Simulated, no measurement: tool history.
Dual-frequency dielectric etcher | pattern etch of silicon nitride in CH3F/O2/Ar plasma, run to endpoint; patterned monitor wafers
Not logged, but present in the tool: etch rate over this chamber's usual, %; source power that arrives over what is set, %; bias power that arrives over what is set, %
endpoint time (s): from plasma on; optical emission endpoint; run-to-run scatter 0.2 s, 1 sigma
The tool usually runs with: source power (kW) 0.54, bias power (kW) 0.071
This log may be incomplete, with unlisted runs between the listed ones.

| run | hour | source power (kW) | bias power (kW) | wafers since the last listed run | hours since the last wet clean | hours since the last source power generator calibration | hours since the last bias power generator calibration | hours since the last upper electrode change | incoming incoming film thickness, nm | endpoint time (s) |
|---|---|---|---|---|---|---|---|---|---|---|
| 1 | 0 | 0.54 | 0.071 | 0 | 212.6 | 3178.5 | 935.4 | 1811.3 | 19.81 | 25.9 |
| 2 | 55.7 | 0.54 | 0.071 | 847 | 268.3 | 3234.2 | 991.1 | 1867 | 19.61 | 24.8 |
| 3 | 133.9 | 0.54 | 0.071 | 1190 | 346.5 | 3312.4 | 1069.3 | 1945.2 | 19.6 | 25 |
| 4 | 222.6 | 0.54 | 0.071 | 1350 | 435.2 | 3401.1 | 1158 | 2033.9 | 19.53 | 24.9 |
| 5 | 268.5 | 0.54 | 0.071 | 698 | 481.1 | 3447 | 1203.9 | 2079.8 | 19.52 | 24.4 |
|  | 307.5 | wet clean of the chamber |
| 6 | 329 | 0.54 | 0.071 | 555 | 21.5 | 3507.5 | 1264.4 | 2140.3 | 19.7 | 26.4 |
| 7 | 368.5 | 0.45 | 0.071 | 601 | 61 | 3547 | 1303.9 | 2179.8 | 19.62 | 28 |
| 8 | 445.5 | 0.59 | 0.071 | 1172 | 138 | 3624 | 1380.9 | 2256.8 | 19.49 | 25 |
|  | 474.4 | upper electrode replaced, of another model than before |
| 9 | 505.4 | 0.6 | 0.061 | 546 | 197.9 | 3683.9 | 1440.8 | 31 | 19.58 | 25 |

The next listed run, before its measurement:
|  | 735.6 | wet clean of the chamber |
|  | 791.4 | bias power generator calibrated |
| 10 | 791.9 | 0.54 | 0.06 | 3935 | 56.3 | 3970.4 | 0.5 | 317.5 | 19.65 | ? |

{"run 10": {"endpoint time (s)": 27.5}}
The same run, on a tool lacking any hidden state, would have yielded endpoint time (s) 27.6.
